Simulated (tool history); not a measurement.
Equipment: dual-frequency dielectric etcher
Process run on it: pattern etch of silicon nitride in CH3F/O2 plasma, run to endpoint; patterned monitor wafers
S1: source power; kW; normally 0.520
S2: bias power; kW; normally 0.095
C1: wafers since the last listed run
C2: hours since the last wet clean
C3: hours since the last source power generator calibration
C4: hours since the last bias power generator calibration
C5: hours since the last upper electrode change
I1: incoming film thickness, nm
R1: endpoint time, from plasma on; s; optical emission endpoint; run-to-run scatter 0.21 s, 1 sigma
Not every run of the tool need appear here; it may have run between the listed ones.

run,hour,S1,S2,C1,C2,C3,C4,C5,I1,R1
1,0.0,0.520,0.095,0,489.4,2785.2,1877.2,4915.2,69.1,59.3
2,9.6,0.520,0.095,43,499.0,2794.8,1886.8,4924.8,69.6,59.5
3,17.7,0.520,0.095,36,507.1,2802.9,1894.9,4932.9,68.9,58.6
4,34.7,0.520,0.081,77,524.1,2819.9,1911.9,4949.9,68.7,63.4
# hour 68.3: upper electrode replaced
# hour 69.2: bias power generator calibrated
# hour 70.7: wet clean of the chamber
5,71.2,0.520,0.081,45,0.5,2856.4,2.0,2.9,68.3,65.7
6,71.6,0.520,0.081,1,0.9,2856.8,2.4,3.3,69.2,66.8
7,71.9,0.610,0.095,1,1.2,2857.1,2.7,3.6,70.2,57.5
8,88.1,0.610,0.095,73,17.4,2873.3,18.9,19.8,69.3,56.8
9,95.5,0.570,0.088,33,24.8,2880.7,26.3,27.2,69.4,61.0
10,113.0,0.470,0.086,79,42.3,2898.2,43.8,44.7,69.6,68.7

Run 11, settings as shown, results not yet in. Your forecast:
11,127.9,0.390,0.095,67,57.2,2913.1,58.7,59.6,68.4,?

Run 11 gave R1 71.4 s.
Take away the tool's hidden state, keep the run-to-run variation as it was, and the same run would have given R1 71.5 s.
